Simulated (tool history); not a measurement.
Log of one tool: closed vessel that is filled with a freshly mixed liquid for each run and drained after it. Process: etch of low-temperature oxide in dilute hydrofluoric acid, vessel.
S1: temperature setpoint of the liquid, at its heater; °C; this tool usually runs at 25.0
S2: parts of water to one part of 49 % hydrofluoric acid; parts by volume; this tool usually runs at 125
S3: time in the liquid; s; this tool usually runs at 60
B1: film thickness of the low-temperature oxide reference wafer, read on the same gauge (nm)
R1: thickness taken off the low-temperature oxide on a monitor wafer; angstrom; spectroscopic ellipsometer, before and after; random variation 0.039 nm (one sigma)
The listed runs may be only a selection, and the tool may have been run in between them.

run    hour    S1   S2  S3      B1     R1
  1     0.0  25.0  125  60  149.98  114.2
  2    26.1  25.0  125  60  150.00  113.3
  3    60.9  25.0  125  60  150.00  112.9
  4   106.9  25.0  125  60  150.03  113.9
  5   149.1  25.0  125  60  150.03  113.7
  6   207.4  25.0  125  60  149.96  113.6
  7   235.4  25.0  145  60  150.01   95.4
  8   266.7  25.0  145  60  149.99   95.1
  9   334.8  25.0  145  60  149.98   95.4
 10   363.2  25.0  125  60  150.02  113.2
 11   411.0  25.0  125  60  149.99  113.1
 12   465.1  25.0  125  60  150.00  112.9
 13   512.8  25.0  125  60  150.00  112.3
 14   560.3  25.0  125  60  150.01  112.9
 15   602.4  25.0  125  95  150.02  177.6
 16   753.5  25.0  125  60  149.98  111.2
 17   791.7  25.0  125  60  150.00  111.7
 18   822.8  21.5   95  80  150.02  178.0
 19   872.0  25.0  125  60  150.05  112.0
 20   920.1  20.5  175  60  150.00   65.0
 21   947.8  25.0  125  60  149.97  115.4
 22   987.5  23.5  165  70  150.01   91.0
 23  1012.9  25.0   80  80  149.97  252.0
 24  1112.0  25.0  125  60  150.01  114.1
 25  1175.2  21.0   70  60  150.01  185.4
 26  1241.3  25.0  125  60  150.00  113.2
 27  1296.4  29.5  125  35  150.01   79.0
 28  1337.5  25.0  175  85  150.02  108.5
 29  1395.1  20.0  125  60  150.05   93.2

Withheld: 3 entries from between the runs. Position of each, and hidden state at the listed run before versus the listed run after:
From run 14 to run 15: gauge calibrated (hour 595.5)
  hydrofluoric acid flow below the setpoint (%): 1.87 -> 1.96
  measured value less the no-hidden-state value, R1: -2.5 -> -4.1 angstrom
From run 18 to run 19: thermometer replaced (hour 853.0)
  hydrofluoric acid flow below the setpoint (%): 2.42 -> 2.52
  measured value less the no-hidden-state value, R1: -4.9 -> -3.3 angstrom
From run 19 to run 20: hydrofluoric acid flow meter replaced (hour 898.9)
  hydrofluoric acid flow below the setpoint (%): 2.52 -> 0.103
  measured value less the no-hidden-state value, R1: -3.3 -> -0.1 angstrom

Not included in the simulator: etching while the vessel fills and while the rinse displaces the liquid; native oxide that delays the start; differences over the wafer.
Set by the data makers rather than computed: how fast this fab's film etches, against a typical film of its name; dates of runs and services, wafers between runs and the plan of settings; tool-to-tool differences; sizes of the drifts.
